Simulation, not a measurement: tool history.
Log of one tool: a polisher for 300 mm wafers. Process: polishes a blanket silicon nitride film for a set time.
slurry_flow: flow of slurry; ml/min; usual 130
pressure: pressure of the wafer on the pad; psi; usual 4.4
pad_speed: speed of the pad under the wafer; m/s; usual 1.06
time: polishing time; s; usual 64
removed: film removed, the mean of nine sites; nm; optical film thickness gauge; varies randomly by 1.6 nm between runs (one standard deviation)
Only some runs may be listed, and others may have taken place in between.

run   hour  slurry_flow  pressure  pad_speed  time  wafers since the last listed run  wafers polished on this pad  hours since the slurry nozzle was cleaned  hours since the head pressure was calibrated  incoming thickness of the incoming film, nm  removed
  1      0          130       4.4       1.22    64                                 0                          388                                        600                                         177.5                                        848.5    188.8
  2     11          130       4.4       1.22    64                               114                          502                                        611                                         188.5                                        867.8    190.6
  3   18.4          130       4.4       1.22    64                                76                          579                                      618.4                                         195.9                                        835.9    189.6
  4   34.7          130       4.4       1.06    64                               169                          749                                      634.7                                         212.2                                        850.1    169.1
      49.7  -- worn pad replaced by a new one
  5   52.1          130       4.4       1.06    64                               139                           24                                      652.1                                         229.6                                        861.4    168.1
  6   68.9          130       4.4       1.06    54                               174                          199                                      668.9                                         246.4                                          853    142.9
  7   79.4          130       4.4       1.06    64                               109                          308                                      679.4                                         256.9                                        860.7    170.8
  8  118.7          130       4.4       1.06    64                               408                          717                                      718.7                                         296.2                                        848.7    172.4
  9  128.9          130       4.4       1.06    64                               106                          823                                      728.9                                         306.4                                          843    167.6
     137.9  -- worn pad replaced by a new one
 10  140.1          130       4.4       1.06    64                                74                           22                                      740.1                                         317.6                                        847.2    168.2
     143.1  -- slurry nozzle cleaned
 11  157.7          130       4.4       1.06    64                               172                          195                                       14.6                                         335.2                                        861.3    168.9
 12  165.1          130       3.5       1.06    64                                76                          272                                         22                                         342.6                                        851.9    146.9
 13    183          130       3.5       1.06    64                               186                          458                                       39.9                                         360.5                                        848.8    144.7
 14  198.2          130       3.5       1.06    64                               158                          616                                       55.1                                         375.7                                        835.5    146.3
 15  206.8          130       4.4        1.2    54                                89                          705                                       63.7                                         384.3                                        857.8    156.8
 16  223.9           95       5.6       0.74    48                               177                          883                                       80.8                                         401.4                                        853.2    105.2
     234.4  -- worn pad replaced by a new one
 17  239.5          160       4.4       1.18    64                               120                           53                                       96.4                                           417                                        837.2    190.9
 18  254.1          130       4.4       0.82    64                               151                          204                                        111                                         431.6                                          848    136.4
 19  269.5          160       4.4       1.06    48                               160                          365                                      126.4                                           447                                          847    129.4
 20  279.1          130       4.4       1.06    64                                99                          465                                        136                                         456.6                                        846.2    166.1
     288.2  -- head pressure recalibrated
 21  290.4          130       4.4       1.38    64                                96                          561                                      147.3                                           2.2                                        854.4    207.6
 22  305.8          130       4.4       1.06    64                               160                          721                                      162.7                                          17.6                                        852.9      170
 23  313.3          130       4.4       1.06    64                                78                          799                                      170.2                                          25.1                                        853.9    167.7
     322.6  -- worn pad replaced by a new one
 24  323.1          160       4.4       1.18    64                                60                            4                                        180                                          34.9                                        856.2    188.9
 25  327.3           90       4.4       1.06    56                                43                           48                                      184.2                                          39.1                                        849.4    139.4
 26  342.3          110       4.8       1.06    64                               156                          204                                      199.2                                          54.1                                        841.4    174.9
 27  357.6          130       4.4       1.06    64                               159                          363                                      214.5                                          69.4                                        849.4    169.4
 28  369.3          130       4.4       1.06    64                               121                          485                                      226.2                                          81.1                                        854.6    170.6

Predict each of these 3 candidate next runs independently; none follows another, all start after run 28:
  A  369.7          130       4.4       1.06    64                                 4                          489                                      226.6                                          81.5                                        840.9        ?
  B  369.7          110       2.9        0.7    84                                 4                          489                                      226.6                                          81.5                                        840.9        ?
  C  369.7          155       4.4       1.06    64                                 4                          489                                      226.6                                          81.5                                        840.9        ?

run  removed
  A      169
  B      120
  C    173.6
Had the tool no hidden state, the same runs would have come out as:
run  removed
  A      169
  B      120
  C    173.6

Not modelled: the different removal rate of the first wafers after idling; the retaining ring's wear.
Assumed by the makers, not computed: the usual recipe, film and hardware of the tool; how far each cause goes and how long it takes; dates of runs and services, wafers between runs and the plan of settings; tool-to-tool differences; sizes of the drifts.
